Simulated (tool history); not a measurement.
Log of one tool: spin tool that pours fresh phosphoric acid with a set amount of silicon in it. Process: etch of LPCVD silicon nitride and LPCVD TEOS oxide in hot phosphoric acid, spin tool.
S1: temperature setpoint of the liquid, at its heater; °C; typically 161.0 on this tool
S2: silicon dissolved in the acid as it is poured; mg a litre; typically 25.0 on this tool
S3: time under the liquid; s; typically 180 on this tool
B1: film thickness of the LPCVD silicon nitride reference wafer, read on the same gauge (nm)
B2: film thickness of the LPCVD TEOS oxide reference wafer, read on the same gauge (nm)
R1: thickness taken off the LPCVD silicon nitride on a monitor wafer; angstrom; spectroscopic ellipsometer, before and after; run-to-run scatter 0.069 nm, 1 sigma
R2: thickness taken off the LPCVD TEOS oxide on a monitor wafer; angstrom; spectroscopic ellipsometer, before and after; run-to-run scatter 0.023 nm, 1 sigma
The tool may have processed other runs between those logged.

run    hour     S1    S2   S3     B1       B2     R1     R2
  1     0.0  161.0  25.0  220  90.01  149.984  181.7   7.95
  2    52.6  161.0  25.0  180  90.00  149.988  147.4   6.31
  3   148.0  161.0  25.0  180  90.00  150.034  147.6   6.40
  4   190.3  161.0  25.0  180  90.01  150.024  146.1   6.14
  5   243.8  161.0  25.0  180  90.00  150.013  147.2   6.40
  6   303.6  161.0  25.0  180  89.99  150.010  147.1   6.13
  7   364.6  161.0  25.0  180  89.99  149.995  145.2   5.79
      379.6  -- thermometer replaced
  8   418.7  161.0  25.0  180  90.01  149.966  144.7   6.52
  9   518.2  161.0  25.0  180  89.99  150.017  145.0   5.94
 10   579.0  161.0  25.0  180  89.99  149.979  145.2   5.86
      680.2  -- dissolved silicon flow meter replaced
 11   682.6  161.0  25.0  180  90.00  150.012  144.7   5.99
 12   775.4  161.0  17.0  180  90.00  150.035  143.5   7.76
 13   817.6  161.0  25.0  180  89.99  149.992  143.8   5.86
 14   861.9  162.5  32.5  260  90.00  149.985  217.6   6.66
      893.9  -- heated supply line repaired
 15   900.0  160.0  12.0   75  90.00  150.007   62.0   3.85
 16   988.3  162.5  33.0  235  90.00  150.012  209.7   7.36
     1030.0  -- gauge calibrated
 17  1046.6  161.0  13.0  180  89.97  150.011  153.2   9.67
     1057.0  -- thermometer replaced
 18  1109.3  161.0  34.5   70  90.00  149.995   58.9   1.70
 19  1166.5  162.0  19.0  245  90.00  150.004  213.4  11.01
 20  1222.2  159.0  31.0  180  90.02  150.008  142.5   4.74
 21  1281.8  161.0  14.0  130  90.01  149.999  108.8   6.44
 22  1388.9  161.0  25.0  180  89.99  150.003  150.1   6.25

Selected run-to-run steps in R1, each split into two signed amounts: the part the tool would show with no hidden state at all (from settings, incoming material and random variation), and the remainder, which goes to the hidden state together with any gauge scatter not common to the measured and the hidden-state-free results:
Hidden conditions of the tool in this case: liquid hotter than its thermometer reads (K); dissolved silicon flow above the setpoint (%); temperature lost on the way to the wafer (K); gauge reads high (%).
Run 13 -> 14: S1 161.0 -> 162.5, S2 25.0 -> 32.5, S3 180 -> 260. R1 +73.8 angstrom: hidden state -5.6, all else +79.4.
Run 14 -> 15: S1 162.5 -> 160.0, S2 32.5 -> 12.0, S3 260 -> 75, heated supply line repaired. R1 -155.6 angstrom: hidden state +15.9, all else -171.5.
Run 18 -> 19: S1 161.0 -> 162.0, S2 34.5 -> 19.0, S3 70 -> 245. R1 +154.5 angstrom: hidden state -2.5, all else +157.0.
